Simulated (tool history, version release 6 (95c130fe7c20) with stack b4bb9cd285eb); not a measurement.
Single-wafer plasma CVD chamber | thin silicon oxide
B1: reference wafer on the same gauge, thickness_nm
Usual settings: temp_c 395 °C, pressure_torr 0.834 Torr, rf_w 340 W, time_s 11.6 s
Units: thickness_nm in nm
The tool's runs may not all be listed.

Run 1, hour 0: usual settings but pressure_torr 0.895 Torr; B1 26.841. Result: thickness_nm 25.444 nm.
Run 2, hour 41: usual settings but pressure_torr 0.895 Torr; B1 26.778. Result: thickness_nm 25.354 nm.
Run 3, hour 86.2: usual settings but pressure_torr 0.895 Torr; B1 26.798. Result: thickness_nm 25.488 nm.
Run 4, hour 114.6: usual settings but time_s 12.2 s; B1 26.842. Result: thickness_nm 24.967 nm.
Run 5, hour 156.7: usual settings but time_s 9.8 s; B1 26.774. Result: thickness_nm 20.025 nm.
Run 6, hour 190.2: usual settings but time_s 13.2 s; B1 26.785. Result: thickness_nm 26.96 nm.
Run 7, hour 225.5: usual settings but time_s 13.2 s; B1 26.794. Result: thickness_nm 27.101 nm.
Run 8, hour 290: usual settings but temp_c 407 °C, time_s 9.9 s; B1 26.829. Result: thickness_nm 20.05 nm.
Run 9, hour 348.1: usual settings but pressure_torr 0.923 Torr; B1 26.777. Result: thickness_nm 26.064 nm.
Run 10, hour 386.6: usual settings; B1 26.843. Result: thickness_nm 23.654 nm.
Run 11, hour 439.5: usual settings; B1 26.776. Result: thickness_nm 23.556 nm.
Run 12, hour 504.6: usual settings; B1 26.771. Result: thickness_nm 23.697 nm.
Run 13, hour 551.7: usual settings; B1 26.765. Result: thickness_nm 23.67 nm.
Run 14, hour 598.6: usual settings but pressure_torr 0.634 Torr; B1 26.778. Result: thickness_nm 17.478 nm.
Run 15, hour 737.7: usual settings but temp_c 385 °C; B1 26.795. Result: thickness_nm 24.156 nm.
Run 16, hour 799.7: usual settings; B1 26.732. Result: thickness_nm 23.797 nm.
Run 17, hour 828.4: usual settings but pressure_torr 0.943 Torr, rf_w 290 W; B1 26.786. Result: thickness_nm 25.463 nm.
Run 18, hour 898.7: usual settings but pressure_torr 1.04 Torr, rf_w 400 W; B1 26.764. Result: thickness_nm 30.344 nm.
Run 19, hour 963.5: usual settings but temp_c 382 °C, pressure_torr 0.696 Torr, time_s 10.2 s; B1 26.719. Result: thickness_nm 17.356 nm.
Run 20, hour 999.7: usual settings but rf_w 360 W; B1 26.742. Result: thickness_nm 24.269 nm.
Run 21, hour 1032.1: usual settings; B1 26.797. Result: thickness_nm 23.766 nm.
Run 22, hour 1065.8: usual settings but temp_c 385 °C; B1 26.781. Result: thickness_nm 23.873 nm.
Run 23, hour 1110.4: usual settings but time_s 12.2 s; B1 26.732. Result: thickness_nm 25.025 nm.
Run 24, hour 1166: usual settings; B1 26.793. Result: thickness_nm 23.831 nm.
Run 25, hour 1257.3: usual settings but temp_c 381 °C, pressure_torr 0.935 Torr, rf_w 380 W, time_s 10.2 s; B1 26.8. Result: thickness_nm 24.339 nm.
Run 26, hour 1293.7: usual settings but temp_c 405 °C, pressure_torr 0.987 Torr, time_s 10.5 s; B1 26.838. Result: thickness_nm 25.001 nm.

Taken out of this log: 5 entries between the listed runs. Where each belongs, and how the hidden state differs across it:
Between runs 14 and 15: gauge calibrated (hour 632.9); thermocouple changed; heater temperature recalibrated (hour 734.8)
  no hidden state differs between the two runs
Between runs 17 and 18: RF generator calibrated (hour 854.8)
  no hidden state differs between the two runs
Between runs 18 and 19: capacitance manometer re-zeroed and calibrated (hour 953.9)
  no hidden state differs between the two runs
Between runs 20 and 21: showerhead replaced (hour 1011)
  no hidden state differs between the two runs
